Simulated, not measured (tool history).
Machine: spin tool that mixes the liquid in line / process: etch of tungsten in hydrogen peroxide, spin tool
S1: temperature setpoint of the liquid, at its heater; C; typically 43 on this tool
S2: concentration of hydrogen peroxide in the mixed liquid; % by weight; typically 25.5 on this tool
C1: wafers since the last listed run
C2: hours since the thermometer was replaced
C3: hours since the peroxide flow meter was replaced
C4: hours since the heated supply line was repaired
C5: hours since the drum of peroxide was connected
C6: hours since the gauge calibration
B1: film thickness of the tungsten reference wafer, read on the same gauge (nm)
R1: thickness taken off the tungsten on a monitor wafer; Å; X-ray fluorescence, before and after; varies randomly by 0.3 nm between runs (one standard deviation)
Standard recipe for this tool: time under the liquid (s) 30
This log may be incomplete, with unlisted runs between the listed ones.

run 1 hour=0 | S1=43 S2=25.5 time_under_the_liquid_(s)=30 | C1=0 C2=1770.9 C3=1682.9 C4=3901.3 C5=295.4 C6=2485.2 | B1=30 | R1=438.8
run 2 hour=51.8 | S1=43 S2=25.5 time_under_the_liquid_(s)=30 | C1=613 C2=1822.7 C3=1734.7 C4=3953.1 C5=347.2 C6=2537 | B1=29.99 | R1=435
run 3 hour=77.7 | S1=47 S2=25.5 time_under_the_liquid_(s)=25 | C1=306 C2=1848.6 C3=1760.6 C4=3979 C5=373.1 C6=2562.9 | B1=30 | R1=472.3
run 4 hour=110 | S1=40.5 S2=30 time_under_the_liquid_(s)=30 | C1=382 C2=1880.9 C3=1792.9 C4=4011.3 C5=405.4 C6=2595.2 | B1=30.01 | R1=404.8
run 5 hour=135.5 | S1=49 S2=30 time_under_the_liquid_(s)=30 | C1=302 C2=1906.4 C3=1818.4 C4=4036.8 C5=430.9 C6=2620.7 | B1=30.01 | R1=699.3
run 6 hour=188.7 | S1=43 S2=30 time_under_the_liquid_(s)=15 | C1=630 C2=1959.6 C3=1871.6 C4=4090 C5=484.1 C6=2673.9 | B1=30.01 | R1=238.9
run 7 hour=257 | S1=46 S2=28 time_under_the_liquid_(s)=40 | C1=809 C2=2027.9 C3=1939.9 C4=4158.3 C5=552.4 C6=2742.2 | B1=29.98 | R1=760.1
-- hour=259.9 new drum of peroxide connected
-- hour=261.1 heated supply line repaired
-- hour=288.7 gauge calibrated
run 8 hour=309.5 | S1=51 S2=20 time_under_the_liquid_(s)=35 | C1=598 C2=2080.4 C3=1992.4 C4=48.4 C5=49.6 C6=20.8 | B1=30.01 | R1=762.7
run 9 hour=353.8 | S1=47.5 S2=22.5 time_under_the_liquid_(s)=40 | C1=525 C2=2124.7 C3=2036.7 C4=92.7 C5=93.9 C6=65.1 | B1=29.99 | R1=742.1
run 10 hour=417.1 | S1=43 S2=25.5 time_under_the_liquid_(s)=45 | C1=750 C2=2188 C3=2100 C4=156 C5=157.2 C6=128.4 | B1=30.01 | R1=674.2
-- hour=458.1 peroxide flow meter replaced
run 11 hour=460.4 | S1=50 S2=28 time_under_the_liquid_(s)=15 | C1=501 C2=2231.3 C3=2.3 C4=199.3 C5=200.5 C6=171.7 | B1=30 | R1=358.3
run 12 hour=525.1 | S1=48.5 S2=25.5 time_under_the_liquid_(s)=45 | C1=766 C2=2296 C3=67 C4=264 C5=265.2 C6=236.4 | B1=30.03 | R1=930.1
run 13 hour=557.5 | S1=43 S2=25.5 time_under_the_liquid_(s)=50 | C1=383 C2=2328.4 C3=99.4 C4=296.4 C5=297.6 C6=268.8 | B1=30.01 | R1=742.8
run 14 hour=614 | S1=43 S2=25.5 time_under_the_liquid_(s)=30 | C1=669 C2=2384.9 C3=155.9 C4=352.9 C5=354.1 C6=325.3 | B1=29.98 | R1=449.4
run 15 hour=677.7 | S1=43 S2=25.5 time_under_the_liquid_(s)=30 | C1=754 C2=2448.6 C3=219.6 C4=416.6 C5=417.8 C6=389 | B1=30 | R1=455.5
run 16 hour=708.3 | S1=46 S2=30 time_under_the_liquid_(s)=30 | C1=362 C2=2479.2 C3=250.2 C4=447.2 C5=448.4 C6=419.6 | B1=29.99 | R1=593.8
-- hour=730.3 thermometer replaced
-- hour=777.2 new drum of peroxide connected
run 17 hour=844.2 | S1=43 S2=25.5 time_under_the_liquid_(s)=15 | C1=1586 C2=113.9 C3=386.1 C4=583.1 C5=67 C6=555.5 | B1=30.02 | R1=205.8
run 18 hour=902.1 | S1=50 S2=25.5 time_under_the_liquid_(s)=30 | C1=686 C2=171.8 C3=444 C4=641 C5=124.9 C6=613.4 | B1=30 | R1=639.3
run 19 hour=952.5 | S1=35 S2=25.5 time_under_the_liquid_(s)=15 | C1=597 C2=222.2 C3=494.4 C4=691.4 C5=175.3 C6=663.8 | B1=29.99 | R1=122.9
run 20 hour=1018.2 | S1=36.5 S2=25.5 time_under_the_liquid_(s)=50 | C1=778 C2=287.9 C3=560.1 C4=757.1 C5=241 C6=729.5 | B1=29.99 | R1=450.7
run 21 hour=1056.1 | S1=33.5 S2=28 time_under_the_liquid_(s)=40 | C1=449 C2=325.8 C3=598 C4=795 C5=278.9 C6=767.4 | B1=30.02 | R1=309.2
run 22 hour=1126.8 | S1=43 S2=25.5 time_under_the_liquid_(s)=30 | C1=837 C2=396.5 C3=668.7 C4=865.7 C5=349.6 C6=838.1 | B1=30 | R1=416.8
run 23 hour=1172.2 | S1=50.5 S2=25.5 time_under_the_liquid_(s)=30 | C1=538 C2=441.9 C3=714.1 C4=911.1 C5=395 C6=883.5 | B1=30 | R1=664.4
run 24 hour=1351.8 | S1=43 S2=29.5 time_under_the_liquid_(s)=30 | C1=2128 C2=621.5 C3=893.7 C4=1090.7 C5=574.6 C6=1063.1 | B1=30 | R1=447.7
run 25 hour=1417.9 | S1=43 S2=25.5 time_under_the_liquid_(s)=50 | C1=783 C2=687.6 C3=959.8 C4=1156.8 C5=640.7 C6=1129.2 | B1=29.98 | R1=694.8

Below, each run's measurement less what the same run would have read without the hidden state. Both values contain the same run-to-run variation, but the gauge's scatter may not be the same in both:
The tool's hidden condition here consists of: liquid hotter than its thermometer reads (K); peroxide flow below the setpoint (%); temperature lost on the way to the wafer (K); peroxide weaker than its label (%); gauge reads high (%).
run=1 R1=+30.4
run=2 R1=+31
run=3 R1=+33.1
run=4 R1=+30
run=5 R1=+49.6
run=6 R1=+18
run=7 R1=+57.4
run=8 R1=+57.2
run=9 R1=+57.8
run=10 R1=+55
run=11 R1=+28.5
run=12 R1=+76.1
run=13 R1=+63.7
run=14 R1=+39.3
run=15 R1=+40.6
run=16 R1=+52.4
run=17 R1=+1.1
run=18 R1=+4.2
run=19 R1=+1.2
run=20 R1=+5
run=21 R1=+3.9
run=22 R1=+5.8
run=23 R1=+9.7
run=24 R1=+9.3
run=25 R1=+16.2
